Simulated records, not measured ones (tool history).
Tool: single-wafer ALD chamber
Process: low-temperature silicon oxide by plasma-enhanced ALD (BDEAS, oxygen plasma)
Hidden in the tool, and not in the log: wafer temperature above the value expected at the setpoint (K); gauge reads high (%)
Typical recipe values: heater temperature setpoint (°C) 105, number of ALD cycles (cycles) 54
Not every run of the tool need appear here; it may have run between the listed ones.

| run | hour | heater temperature setpoint (°C) | number of ALD cycles (cycles) | wafers since the last listed run | hours since the last thermocouple change | hours since the gauge calibration | read-back reference wafer on the same gauge, thickness_nm | mean film thickness on the monitor wafer (angstrom) |
|---|---|---|---|---|---|---|---|---|
| 1 | 0.0 | 105 | 54 | 0 | 854.0 | 1615.7 | 6.944 | 77.49 |
|  | 246.9 | gauge calibrated |
| 2 | 300.2 | 96 | 62 | 1503 | 1154.2 | 53.3 | 6.982 | 90.42 |
| 3 | 360.0 | 105 | 54 | 299 | 1214.0 | 113.1 | 6.965 | 77.66 |
| 4 | 400.4 | 105 | 54 | 202 | 1254.4 | 153.5 | 6.975 | 77.15 |
| 5 | 448.1 | 105 | 54 | 238 | 1302.1 | 201.2 | 6.940 | 76.98 |
| 6 | 502.7 | 108 | 50 | 273 | 1356.7 | 255.8 | 6.962 | 71.50 |
| 7 | 594.8 | 108 | 50 | 461 | 1448.8 | 347.9 | 6.955 | 70.76 |
| 8 | 687.4 | 108 | 50 | 463 | 1541.4 | 440.5 | 6.956 | 71.00 |
| 9 | 743.8 | 98 | 51 | 282 | 1597.8 | 496.9 | 6.959 | 74.64 |
| 10 | 844.6 | 105 | 54 | 504 | 1698.6 | 597.7 | 6.970 | 77.13 |
| 11 | 922.1 | 105 | 54 | 388 | 1776.1 | 675.2 | 6.941 | 77.56 |
| 12 | 1013.2 | 100 | 54 | 456 | 1867.2 | 766.3 | 6.962 | 77.98 |
| 13 | 1312.0 | 113 | 54 | 1496 | 2166.0 | 1065.1 | 6.968 | 76.07 |
| 14 | 1382.1 | 113 | 54 | 351 | 2236.1 | 1135.2 | 6.962 | 76.37 |
| 15 | 1485.9 | 113 | 54 | 520 | 2339.9 | 1239.0 | 6.954 | 76.11 |
| 16 | 1558.4 | 114 | 54 | 363 | 2412.4 | 1311.5 | 6.973 | 76.40 |
| 17 | 1652.9 | 114 | 54 | 473 | 2506.9 | 1406.0 | 6.973 | 75.86 |
| 18 | 1758.1 | 114 | 54 | 527 | 2612.1 | 1511.2 | 6.961 | 76.02 |
|  | 1806.3 | thermocouple changed; heater temperature recalibrated |
| 19 | 1863.5 | 99 | 47 | 487 | 57.2 | 1616.6 | 6.957 | 68.39 |
| 20 | 1929.0 | 105 | 54 | 328 | 122.7 | 1682.1 | 6.972 | 77.28 |
| 21 | 2029.8 | 105 | 54 | 504 | 223.5 | 1782.9 | 6.957 | 77.35 |
| 22 | 2133.9 | 111 | 49 | 521 | 327.6 | 1887.0 | 6.952 | 68.92 |
| 23 | 2239.9 | 91 | 57 | 531 | 433.6 | 1993.0 | 6.970 | 85.09 |
| 24 | 2298.7 | 115 | 63 | 294 | 492.4 | 2051.8 | 6.952 | 89.43 |
| 25 | 2394.7 | 105 | 54 | 480 | 588.4 | 2147.8 | 6.966 | 76.37 |
|  | 2398.4 | gauge calibrated |
| 26 | 2454.9 | 97 | 58 | 301 | 648.6 | 56.5 | 6.948 | 85.05 |
| 27 | 2503.8 | 113 | 59 | 244 | 697.5 | 105.4 | 6.965 | 82.58 |
| 28 | 2592.2 | 105 | 54 | 442 | 785.9 | 193.8 | 6.967 | 77.21 |
| 29 | 2683.9 | 105 | 47 | 459 | 877.6 | 285.5 | 6.947 | 67.27 |
| 30 | 2743.9 | 105 | 54 | 300 | 937.6 | 345.5 | 6.949 | 77.33 |
| 31 | 2802.7 | 96 | 45 | 294 | 996.4 | 404.3 | 6.961 | 66.52 |
| 32 | 2873.1 | 99 | 48 | 352 | 1066.8 | 474.7 | 6.968 | 69.51 |
| 33 | 2913.4 | 120 | 57 | 201 | 1107.1 | 515.0 | 6.953 | 79.93 |
| 34 | 2985.6 | 105 | 54 | 361 | 1179.3 | 587.2 | 6.951 | 77.17 |
| 35 | 3075.1 | 117 | 54 | 448 | 1268.8 | 676.7 | 6.949 | 76.16 |
| 36 | 3157.0 | 105 | 54 | 410 | 1350.7 | 758.6 | 6.965 | 77.33 |
| 37 | 3224.3 | 101 | 54 | 337 | 1418.0 | 825.9 | 6.965 | 77.71 |

How the hidden state differs across the entries between the runs, from the last listed run before each to the first after it:
Logged between run 1 and run 2: gauge calibrated (hour 246.9)
  the hidden state is the same at both runs
Logged between run 18 and run 19: thermocouple changed; heater temperature recalibrated (hour 1806.3)
  the hidden state is the same at both runs
Logged between run 25 and run 26: gauge calibrated (hour 2398.4)
  the hidden state is the same at both runs
